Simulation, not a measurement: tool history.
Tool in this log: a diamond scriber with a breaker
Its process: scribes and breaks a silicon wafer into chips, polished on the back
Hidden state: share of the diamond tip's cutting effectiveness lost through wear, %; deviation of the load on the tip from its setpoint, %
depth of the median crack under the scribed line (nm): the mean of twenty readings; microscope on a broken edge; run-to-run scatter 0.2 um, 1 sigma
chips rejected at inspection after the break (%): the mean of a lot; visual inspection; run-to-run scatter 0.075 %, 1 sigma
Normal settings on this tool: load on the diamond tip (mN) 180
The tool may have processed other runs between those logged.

run,day,load on the diamond tip (mN),wafers since the last listed run,hours since the diamond tip was replaced,hours since the load on the tip was calibrated,"incoming depth of the damage left on the back of the incoming wafer, um",depth of the median crack under the scribed line (nm),chips rejected at inspection after the break (%)
1,0.000,180,0,735.8,314.1,0.02,8230,10.62
2,2.571,180,342,797.5,375.8,0.02,8320,10.41
3,5.192,164,349,860.4,438.7,0.05,7940,15.23
4,7.079,164,251,905.7,484.0,0.02,7860,16.98
5,9.167,164,278,955.8,534.1,0.02,7910,16.59
# day 11.396: diamond tip replaced by a new one
6,12.158,180,387,18.3,605.9,0.01,10040,1.61
7,13.262,180,147,44.8,632.4,0.02,9690,1.58
8,14.650,180,184,78.1,665.7,0.02,9800,1.99
9,17.312,203,354,142.0,729.6,0.05,10240,1.51
10,20.008,203,359,206.7,794.3,0.02,10330,1.51
11,22.408,153,319,264.3,851.9,0.01,7790,12.10
12,24.912,153,333,324.4,912.0,0.02,8090,14.52
13,27.538,180,349,387.4,975.0,0.01,8960,5.39
14,30.125,180,344,449.5,1037.1,0.05,8760,6.61
15,32.383,180,300,503.7,1091.3,0.03,8830,6.03
16,34.338,180,260,550.6,1138.2,0.05,8940,6.12
17,37.238,160,386,620.2,1207.8,0.02,8170,14.22
18,38.700,137,194,655.3,1242.9,0.02,7230,25.41
19,39.779,137,143,681.2,1268.8,0.04,7130,25.66
20,42.029,231,299,735.2,1322.8,0.02,10680,1.68
21,44.946,221,388,805.2,1392.8,0.02,9900,1.43
22,47.167,134,295,858.5,1446.1,0.02,7220,26.81
23,49.342,180,289,910.7,1498.3,0.02,8970,6.45
# day 49.829: diamond tip replaced by a new one
24,51.029,212,213,28.8,1538.8,0.04,11980,6.24
# day 51.729: load on the tip recalibrated
25,53.583,180,329,90.1,44.5,0.04,9820,2.67
26,55.492,180,254,135.9,90.3,0.03,9410,3.43
27,57.908,194,322,193.9,148.3,0.02,9590,2.34
28,58.925,180,135,218.3,172.7,0.02,9110,5.36
29,59.958,231,137,243.1,197.5,0.05,10780,1.82
30,62.450,180,332,302.9,257.3,0.03,8700,6.10
31,64.571,180,282,353.8,308.2,0.02,8750,7.38
32,65.617,129,139,378.9,333.3,0.02,7000,28.73
33,67.071,156,193,413.8,368.2,0.03,7670,18.61
34,69.696,180,349,476.8,431.2,0.03,8480,8.53
35,70.983,228,171,507.7,462.1,0.02,10210,1.48
36,72.042,166,141,533.1,487.5,0.04,7710,13.23
37,73.950,159,254,578.9,533.3,0.03,8080,17.90
38,76.492,180,338,639.9,594.3,0.05,8370,9.54
39,77.667,217,156,668.1,622.5,0.03,9770,2.51
40,79.671,220,267,716.2,670.6,0.01,9520,2.16
41,82.204,216,337,777.0,731.4,0.02,9460,2.47

List, for all runs, the conditions of the tool that the log does not record:
H1: share of the diamond tip's cutting effectiveness lost through wear, %
H2: deviation of the load on the tip from its setpoint, %
run,H1,H2
1,25.5,0.916
2,25.9,1.13
3,26.2,1.38
4,26.4,1.59
5,26.6,1.84
6,4.14,2.24
7,6.26,2.41
8,8.68,2.62
9,12.6,3.06
10,15.8,3.55
11,18.1,4.02
12,20.1,4.54
13,21.8,5.13
14,23.1,5.75
15,24.1,6.32
16,24.8,6.83
17,25.7,7.64
18,26,8.07
19,26.3,8.39
20,26.7,9.08
21,27.2,10
22,27.4,10.8
23,27.7,11.5
24,5.57,12.1
25,10,-0.0412
26,12.8,-0.0106
27,15.8,0.0578
28,16.9,0.0966
29,17.9,0.142
30,20,0.276
31,21.5,0.419
32,22.1,0.498
33,23,0.62
34,24.2,0.869
35,24.7,1.01
36,25.1,1.12
37,25.7,1.36
38,26.4,1.7
39,26.7,1.87
40,27.1,2.17
41,27.5,2.59
